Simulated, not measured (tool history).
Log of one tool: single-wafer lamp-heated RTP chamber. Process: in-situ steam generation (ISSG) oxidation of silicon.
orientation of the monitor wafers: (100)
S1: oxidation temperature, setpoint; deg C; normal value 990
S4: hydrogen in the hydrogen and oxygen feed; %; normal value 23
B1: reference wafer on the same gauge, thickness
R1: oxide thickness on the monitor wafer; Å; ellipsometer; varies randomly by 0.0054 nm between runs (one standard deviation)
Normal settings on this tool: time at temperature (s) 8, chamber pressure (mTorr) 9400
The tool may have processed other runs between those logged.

run 1 day=0 | S1=990 time_at_temperature_(s)=8 chamber_pressure_(mTorr)=9400 S4=23 | B1=3.161 | R1=36.47
run 2 day=1.258 | S1=990 time_at_temperature_(s)=8 chamber_pressure_(mTorr)=9400 S4=23 | B1=3.16 | R1=36.47
run 3 day=2.438 | S1=990 time_at_temperature_(s)=8 chamber_pressure_(mTorr)=9400 S4=23 | B1=3.16 | R1=36.55
run 4 day=3.304 | S1=990 time_at_temperature_(s)=8 chamber_pressure_(mTorr)=9400 S4=23 | B1=3.159 | R1=36.43
run 5 day=4.292 | S1=990 time_at_temperature_(s)=8 chamber_pressure_(mTorr)=9400 S4=23 | B1=3.16 | R1=36.49
run 6 day=5.742 | S1=1005 time_at_temperature_(s)=8 chamber_pressure_(mTorr)=9400 S4=23 | B1=3.16 | R1=38.2
run 7 day=6.571 | S1=990 time_at_temperature_(s)=8 chamber_pressure_(mTorr)=9400 S4=23 | B1=3.16 | R1=36.5
run 8 day=7.346 | S1=990 time_at_temperature_(s)=8 chamber_pressure_(mTorr)=9400 S4=23 | B1=3.16 | R1=36.45
run 9 day=10.371 | S1=990 time_at_temperature_(s)=8 chamber_pressure_(mTorr)=9400 S4=23 | B1=3.161 | R1=36.59
-- day=11.092 pyrometer window cleaned and pyrometer calibrated
run 10 day=11.204 | S1=990 time_at_temperature_(s)=8 chamber_pressure_(mTorr)=9400 S4=23 | B1=3.159 | R1=36.22
run 11 day=12.383 | S1=1003 time_at_temperature_(s)=7 chamber_pressure_(mTorr)=9400 S4=23 | B1=3.16 | R1=35.82
-- day=13.383 pressure gauge zeroed
run 12 day=13.404 | S1=990 time_at_temperature_(s)=8 chamber_pressure_(mTorr)=10000 S4=23 | B1=3.159 | R1=35.98
run 13 day=14.333 | S1=976 time_at_temperature_(s)=7 chamber_pressure_(mTorr)=9400 S4=23 | B1=3.161 | R1=33.35
run 14 day=15.65 | S1=976 time_at_temperature_(s)=7 chamber_pressure_(mTorr)=9400 S4=23 | B1=3.161 | R1=33.37
run 15 day=16.758 | S1=990 time_at_temperature_(s)=8 chamber_pressure_(mTorr)=9400 S4=23 | B1=3.16 | R1=36.32
-- day=18.608 hydrogen flow controller replaced
run 16 day=18.629 | S1=973 time_at_temperature_(s)=8 chamber_pressure_(mTorr)=9400 S4=23 | B1=3.16 | R1=34.89
run 17 day=19.371 | S1=990 time_at_temperature_(s)=8 chamber_pressure_(mTorr)=9400 S4=23 | B1=3.159 | R1=36.45
run 18 day=20.154 | S1=1005 time_at_temperature_(s)=6 chamber_pressure_(mTorr)=9400 S4=13 | B1=3.158 | R1=29.28
-- day=20.342 gauge calibrated
run 19 day=21.188 | S1=974 time_at_temperature_(s)=11 chamber_pressure_(mTorr)=9800 S4=30 | B1=3.159 | R1=41.72
run 20 day=21.917 | S1=990 time_at_temperature_(s)=11 chamber_pressure_(mTorr)=9400 S4=32 | B1=3.159 | R1=44.9
run 21 day=23.358 | S1=980 time_at_temperature_(s)=6 chamber_pressure_(mTorr)=10200 S4=27 | B1=3.16 | R1=32.45
run 22 day=24.588 | S1=990 time_at_temperature_(s)=8 chamber_pressure_(mTorr)=9400 S4=23 | B1=3.161 | R1=36.51

What will run 23 give?
run 23 day=25.825 | S1=975 time_at_temperature_(s)=8 chamber_pressure_(mTorr)=9400 S4=20 | B1=? | R1=?

{"run 23": {"B1": 3.16, "R1": 33.87}}
If the tool had no hidden condition, the same run with the same run-to-run variation would have returned R1 33.75 Å.

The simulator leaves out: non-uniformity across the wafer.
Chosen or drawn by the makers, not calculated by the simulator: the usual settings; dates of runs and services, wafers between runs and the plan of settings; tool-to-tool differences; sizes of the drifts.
